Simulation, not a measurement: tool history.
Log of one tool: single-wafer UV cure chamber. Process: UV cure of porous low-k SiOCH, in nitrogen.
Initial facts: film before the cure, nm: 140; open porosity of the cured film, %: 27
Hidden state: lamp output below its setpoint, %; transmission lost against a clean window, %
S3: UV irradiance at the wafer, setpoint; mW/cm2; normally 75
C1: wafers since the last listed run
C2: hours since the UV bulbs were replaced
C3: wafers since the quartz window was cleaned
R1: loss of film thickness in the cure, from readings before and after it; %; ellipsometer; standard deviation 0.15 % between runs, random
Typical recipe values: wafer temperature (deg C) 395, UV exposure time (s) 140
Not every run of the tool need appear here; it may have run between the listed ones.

run 1 day=0 | wafer_temperature_(deg_C)=395 UV_exposure_time_(s)=140 S3=106 | C1=0 C2=697.5 C3=1553 | R1=10.608
run 2 day=1.117 | wafer_temperature_(deg_C)=395 UV_exposure_time_(s)=140 S3=106 | C1=129 C2=724.3 C3=1682 | R1=10.57
-- day=2.892 quartz window cleaned
run 3 day=3.538 | wafer_temperature_(deg_C)=395 UV_exposure_time_(s)=140 S3=106 | C1=242 C2=782.4 C3=75 | R1=11.556
run 4 day=5.242 | wafer_temperature_(deg_C)=395 UV_exposure_time_(s)=140 S3=75 | C1=198 C2=823.3 C3=273 | R1=10.047
run 5 day=7.4 | wafer_temperature_(deg_C)=395 UV_exposure_time_(s)=140 S3=75 | C1=251 C2=875.1 C3=524 | R1=9.798
run 6 day=9.983 | wafer_temperature_(deg_C)=395 UV_exposure_time_(s)=140 S3=75 | C1=300 C2=937.1 C3=824 | R1=9.631
run 7 day=11.112 | wafer_temperature_(deg_C)=395 UV_exposure_time_(s)=140 S3=75 | C1=131 C2=964.2 C3=956 | R1=9.384
run 8 day=13.662 | wafer_temperature_(deg_C)=395 UV_exposure_time_(s)=140 S3=75 | C1=296 C2=1025.4 C3=1252 | R1=9.105
run 9 day=16.662 | wafer_temperature_(deg_C)=395 UV_exposure_time_(s)=140 S3=75 | C1=348 C2=1097.4 C3=1601 | R1=8.799
-- day=18.388 quartz window cleaned
run 10 day=19.554 | wafer_temperature_(deg_C)=395 UV_exposure_time_(s)=140 S3=75 | C1=297 C2=1166.8 C3=135 | R1=9.442
run 11 day=21.875 | wafer_temperature_(deg_C)=395 UV_exposure_time_(s)=105 S3=75 | C1=269 C2=1222.5 C3=405 | R1=8.207
run 12 day=24.254 | wafer_temperature_(deg_C)=395 UV_exposure_time_(s)=105 S3=75 | C1=276 C2=1279.6 C3=682 | R1=8.102
run 13 day=25.504 | wafer_temperature_(deg_C)=395 UV_exposure_time_(s)=110 S3=75 | C1=145 C2=1309.6 C3=827 | R1=8.257
run 14 day=28.017 | wafer_temperature_(deg_C)=411 UV_exposure_time_(s)=90 S3=56 | C1=292 C2=1369.9 C3=1119 | R1=6.174
run 15 day=29.562 | wafer_temperature_(deg_C)=395 UV_exposure_time_(s)=140 S3=52 | C1=179 C2=1407 C3=1299 | R1=7.404
run 16 day=31.917 | wafer_temperature_(deg_C)=408 UV_exposure_time_(s)=190 S3=49 | C1=273 C2=1463.5 C3=1573 | R1=8.315
-- day=32.771 quartz window cleaned
run 17 day=34.325 | wafer_temperature_(deg_C)=395 UV_exposure_time_(s)=110 S3=75 | C1=241 C2=1521.3 C3=180 | R1=8.53

Run 18 comes next. What will it give?
-- day=35.621 UV bulbs replaced
run 18 day=36.817 | wafer_temperature_(deg_C)=378 UV_exposure_time_(s)=140 S3=104 | C1=251 C2=28.7 C3=431 | R1=?

{"run 18": {"R1": 11.882}}
If the tool had no hidden condition, the same run with the same run-to-run variation would have returned R1 12.261 %.
